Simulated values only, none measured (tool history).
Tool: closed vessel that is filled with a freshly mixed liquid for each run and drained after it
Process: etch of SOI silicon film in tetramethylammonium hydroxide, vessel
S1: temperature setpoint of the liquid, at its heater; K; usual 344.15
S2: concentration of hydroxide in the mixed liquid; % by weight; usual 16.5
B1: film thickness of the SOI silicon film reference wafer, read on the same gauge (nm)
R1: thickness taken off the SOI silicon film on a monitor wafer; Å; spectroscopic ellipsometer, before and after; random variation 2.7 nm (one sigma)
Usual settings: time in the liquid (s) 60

Run 1, hour 0.0: usual settings but time in the liquid (s) 80; B1 149.98. Result: R1 5519.4 Å.
Run 2, hour 70.0: usual settings; B1 150.02. Result: R1 4202.5 Å.
Run 3, hour 121.4: usual settings; B1 149.94. Result: R1 4186.6 Å.
Run 4, hour 162.2: usual settings; B1 150.02. Result: R1 4172.8 Å.
Run 5, hour 237.3: usual settings; B1 150.04. Result: R1 4183.5 Å.
Run 6, hour 285.0: usual settings; B1 150.00. Result: R1 4205.6 Å.
Run 7, hour 333.2: usual settings; B1 150.02. Result: R1 4209.9 Å.
Run 8, hour 380.9: usual settings; B1 150.03. Result: R1 4200.0 Å.
Run 9, hour 455.5: usual settings; B1 150.02. Result: R1 4221.0 Å.
Run 10, hour 496.5: usual settings; B1 149.98. Result: R1 4189.7 Å.
Run 11, hour 539.5: usual settings; B1 150.01. Result: R1 4162.5 Å.
Run 12, hour 614.8: usual settings but time in the liquid (s) 35; B1 150.01. Result: R1 2449.2 Å.
At hour 681.1: thermometer replaced.
Run 13, hour 697.9: usual settings but S1 341.15 K, time in the liquid (s) 90; B1 149.98. Result: R1 5330.7 Å.
Run 14, hour 796.7: usual settings but S2 14.5 % by weight, time in the liquid (s) 50; B1 150.00. Result: R1 3763.0 Å.
Run 15, hour 858.7: usual settings; B1 150.05. Result: R1 4293.2 Å.
Run 16, hour 936.4: usual settings but S2 21.5 % by weight; B1 150.02. Result: R1 3819.9 Å.
Run 17, hour 1038.7: usual settings but S1 350.15 K, S2 18.5 % by weight, time in the liquid (s) 85; B1 150.01. Result: R1 8233.0 Å.
At hour 1040.0: gauge calibrated.
Run 18, hour 1094.6: usual settings; B1 150.02. Result: R1 4238.0 Å.
Run 19, hour 1156.7: usual settings but S1 350.65 K, S2 19.0 % by weight; B1 150.00. Result: R1 5897.7 Å.
Run 20, hour 1203.5: usual settings but S1 338.15 K, time in the liquid (s) 80; B1 150.03. Result: R1 3990.2 Å.
Run 21, hour 1251.8: usual settings but S2 13.0 % by weight, time in the liquid (s) 45; B1 149.94. Result: R1 3597.3 Å.
At hour 1261.9: hydroxide flow meter replaced.
Run 22, hour 1303.1: usual settings but S2 13.0 % by weight, time in the liquid (s) 30; B1 149.94. Result: R1 2294.1 Å.
Run 23, hour 1370.2: usual settings but S2 12.0 % by weight; B1 150.00. Result: R1 4713.3 Å.
Run 24, hour 1435.8: usual settings but time in the liquid (s) 85; B1 149.97. Result: R1 5742.6 Å.
At hour 1623.9: thermometer replaced.
Run 25, hour 1743.9: usual settings; B1 150.00. Result: R1 4122.7 Å.
Run 26, hour 1836.6: usual settings but time in the liquid (s) 70; B1 150.00. Result: R1 4882.6 Å.
Run 27, hour 1939.7: usual settings but S1 349.65 K; B1 150.01. Result: R1 5659.0 Å.
Run 28, hour 2015.4: usual settings but S1 340.65 K, S2 12.0 % by weight, time in the liquid (s) 40; B1 149.96. Result: R1 2610.5 Å.
Run 29, hour 2103.4: usual settings but S1 346.15 K, S2 11.5 % by weight, time in the liquid (s) 45; B1 149.98. Result: R1 4085.6 Å.
Run 30, hour 2149.1: usual settings but S1 339.15 K, S2 18.5 % by weight, time in the liquid (s) 90; B1 149.99. Result: R1 4417.7 Å.
Run 31, hour 2219.3: usual settings but S2 11.5 % by weight, time in the liquid (s) 80; B1 149.98. Result: R1 6500.0 Å.
Run 32, hour 2307.9: usual settings; B1 149.98. Result: R1 4172.4 Å.
At hour 2462.2: thermometer replaced.
Run 33, hour 2572.5: usual settings but S1 341.15 K, time in the liquid (s) 30; B1 149.98. Result: R1 1764.9 Å.

4 ways to go on from here, each from the tool as it stands after run 33. What would each give?
Run A, hour 2573.2: usual settings but S2 20.0 % by weight; B1 ?. Result: R1 ?.
Run B, hour 2573.2: usual settings but S1 352.15 K, time in the liquid (s) 70; B1 ?. Result: R1 ?.
Run C, hour 2573.2: usual settings but S1 337.65 K, S2 19.5 % by weight, time in the liquid (s) 75; B1 ?. Result: R1 ?.
Run D, hour 2573.2: usual settings but S1 350.65 K, S2 20.5 % by weight, time in the liquid (s) 95; B1 ?. Result: R1 ?.

run      B1      R1
  A  149.97  3905.9
  B  149.97  7711.7
  C  149.97  3350.6
  D  149.97  8882.6
Without the tool's hidden state the same runs would have given:
run      R1
  A  3741.6
  B  7457.1
  C  3214.6
  D  8495.6
